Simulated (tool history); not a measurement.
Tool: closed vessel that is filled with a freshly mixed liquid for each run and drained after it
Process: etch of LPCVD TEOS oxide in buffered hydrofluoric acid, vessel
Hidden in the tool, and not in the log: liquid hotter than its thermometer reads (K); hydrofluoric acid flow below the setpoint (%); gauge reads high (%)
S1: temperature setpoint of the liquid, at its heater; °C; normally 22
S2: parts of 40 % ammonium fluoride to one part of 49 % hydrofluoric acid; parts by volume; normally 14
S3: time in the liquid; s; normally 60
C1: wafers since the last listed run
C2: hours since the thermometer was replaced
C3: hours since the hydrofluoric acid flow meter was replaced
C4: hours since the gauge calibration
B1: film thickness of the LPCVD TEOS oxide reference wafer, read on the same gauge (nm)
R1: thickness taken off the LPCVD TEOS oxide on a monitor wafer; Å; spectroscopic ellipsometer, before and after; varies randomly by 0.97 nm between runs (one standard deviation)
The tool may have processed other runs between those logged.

run,hour,S1,S2,S3,C1,C2,C3,C4,B1,R1
1,0,22,14,60,0,1072.2,1014.3,654,30.01,1391.6
2,36.2,22,14,60,3803,1108.4,1050.5,690.2,30,1400.3
# hour 42.5: gauge calibrated
3,66.4,22,14,60,3173,1138.6,1080.7,23.9,30,1373.1
4,138.2,22,14,60,7544,1210.4,1152.5,95.7,30.01,1398.2
5,176.3,22,14,60,4003,1248.5,1190.6,133.8,29.99,1388.5
6,210.2,22,14,60,3562,1282.4,1224.5,167.7,30,1377.7
7,252,22,16.5,60,4392,1324.2,1266.3,209.5,29.99,1184.2
8,302.6,22,16.5,60,5317,1374.8,1316.9,260.1,29.99,1170.8
9,348.3,22,16.5,60,4802,1420.5,1362.6,305.8,30.01,1152.6
10,374.4,21,14,60,2742,1446.6,1388.7,331.9,30,1289.4
11,422.4,21,14,60,5043,1494.6,1436.7,379.9,30.01,1281.4
12,452.8,21,14,60,3194,1525,1467.1,410.3,29.99,1281.2
13,499.5,22,14,60,4907,1571.7,1513.8,457,29.97,1353.1
14,548.4,22,14,60,5138,1620.6,1562.7,505.9,29.99,1346.2
15,578.8,18.5,14,60,3194,1651,1593.1,536.3,30,1098.2
16,640.8,22,16.5,60,6514,1713,1655.1,598.3,30.02,1144.8
17,710.3,22,10.5,95,7303,1782.5,1724.6,667.8,30.01,2782.7
# hour 713.5: gauge calibrated
18,757.9,22,14,45,5001,1830.1,1772.2,44.4,30.01,995.9
19,824.1,17.5,18,45,6956,1896.3,1838.4,110.6,29.99,600.6
20,853.4,21,14,60,3078,1925.6,1867.7,139.9,30.01,1231.7
# hour 866.7: hydrofluoric acid flow meter replaced
21,880.8,19.5,14,75,2774,1953,14.1,167.3,30.01,1624.5
22,907.6,19,11.5,30,2816,1979.8,40.9,194.1,30.01,759.1
# hour 936.5: thermometer replaced
23,971.8,22,14,60,6641,35.3,105.1,258.3,29.99,1462.4
24,1001.3,22,14,60,3099,64.8,134.6,287.8,30,1469.6
25,1070.5,24.5,11.5,40,7271,134,203.8,357,30,1361.4
26,1094.8,22,14,60,2553,158.3,228.1,381.3,30.01,1466.1
27,1132.3,22,14,60,3940,195.8,265.6,418.8,30.01,1457.5
28,1190.6,22,12,35,6126,254.1,323.9,477.1,30.01,975.8

What if the next run were any one of these 3? Each begins from the tool's condition after run 28:
A,1191.3,22,18,60,73,254.8,324.6,477.8,?,?
B,1191.3,20.5,14,30,73,254.8,324.6,477.8,?,?
C,1191.3,25.5,9,40,73,254.8,324.6,477.8,?,?

run,B1,R1
A,29.99,1138.4
B,29.99,670.8
C,29.99,1773.8
With the hidden condition removed and each run's random variation left untouched, the same runs would have given:
run,R1
A,1187.4
B,699.5
C,1821.9
